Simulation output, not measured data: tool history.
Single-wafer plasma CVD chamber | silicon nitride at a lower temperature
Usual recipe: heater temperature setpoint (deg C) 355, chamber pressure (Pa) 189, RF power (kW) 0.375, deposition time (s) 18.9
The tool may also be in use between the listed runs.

run,hour,heater temperature setpoint (deg C),chamber pressure (Pa),RF power (kW),deposition time (s),"read-back reference wafer on the same gauge, thickness_nm",mean film thickness on the monitor wafer (nm)
1,0,362,189,0.42,18.9,30.419,26.902
2,26.9,355,189,0.375,18.9,30.399,25.642
3,41.6,355,189,0.375,18.9,30.425,25.676
4,53.7,355,189,0.375,18.9,30.411,25.576
5,66.9,355,189,0.375,18.9,30.392,25.515
6,86.7,355,189,0.375,18.9,30.381,25.7
7,114,355,189,0.375,18.9,30.379,25.501
8,138.2,355,189,0.345,18.9,30.418,24.642
9,151.4,355,189,0.375,18.9,30.381,25.543
10,168.2,355,189,0.375,18.9,30.397,25.434
11,186.3,355,189,0.375,18.9,30.397,25.481
12,201.8,349,208,0.375,18.9,30.403,26.619
13,233,349,208,0.375,18.9,30.402,26.239
# hour 269.9: showerhead replaced
14,270.4,349,208,0.375,18.9,30.387,26.396
# hour 287.8: RF generator calibrated
# hour 299.3: thermocouple changed; heater temperature recalibrated
15,299.8,355,189,0.405,15.2,30.39,21.107
16,317.8,348,189,0.45,18.9,30.421,27.588
17,345.2,355,159,0.375,16.8,30.412,20.982
18,363.1,355,189,0.375,18.9,30.403,25.383
19,381,355,189,0.345,18.9,30.407,24.441
20,396.2,355,189,0.375,18.9,30.407,25.333
21,413,367,189,0.375,18.9,30.385,25.197
22,448.2,348,217,0.43,18.9,30.403,28.181
23,461.2,355,235,0.375,21.3,30.404,30.708
# hour 479.1: gauge calibrated
# hour 486.8: capacitance manometer re-zeroed and calibrated
24,487.3,361,148,0.375,18.9,30.415,23.393
25,501.6,355,165,0.375,17.2,30.406,22.332
26,532.2,363,189,0.375,18.9,30.404,25.791
27,613.3,355,189,0.375,18.9,30.406,25.958
28,635.5,355,148,0.375,18.9,30.408,23.307

Some steps in mean film thickness on the monitor wafer (nm) between neighbouring runs. How much of each would the tool show without its hidden state too (settings, what came in, random variation), and how much is left for the hidden state, with any gauge scatter that isn't in both results?
The tool's hidden condition here consists of: wafer temperature above the value expected at the setpoint (K); delivered RF power above the setpoint (%); true pressure above the setpoint (%); gauge reads high (%).
Run 15 -> 16: heater temperature setpoint (deg C) 355 -> 348, RF power (kW) 0.405 -> 0.45, deposition time (s) 15.2 -> 18.9. mean film thickness on the monitor wafer (nm) +6.481: hidden state -0.117, all else +6.598.
Run 16 -> 17: heater temperature setpoint (deg C) 348 -> 355, chamber pressure (Pa) 189 -> 159, RF power (kW) 0.45 -> 0.375, deposition time (s) 18.9 -> 16.8. mean film thickness on the monitor wafer (nm) -6.606: hidden state +0.054, all else -6.66.
Run 23 -> 24: heater temperature setpoint (deg C) 355 -> 361, chamber pressure (Pa) 235 -> 148, deposition time (s) 21.3 -> 18.9, gauge calibrated, capacitance manometer re-zeroed and calibrated. mean film thickness on the monitor wafer (nm) -7.315: hidden state +0.735, all else -8.05.
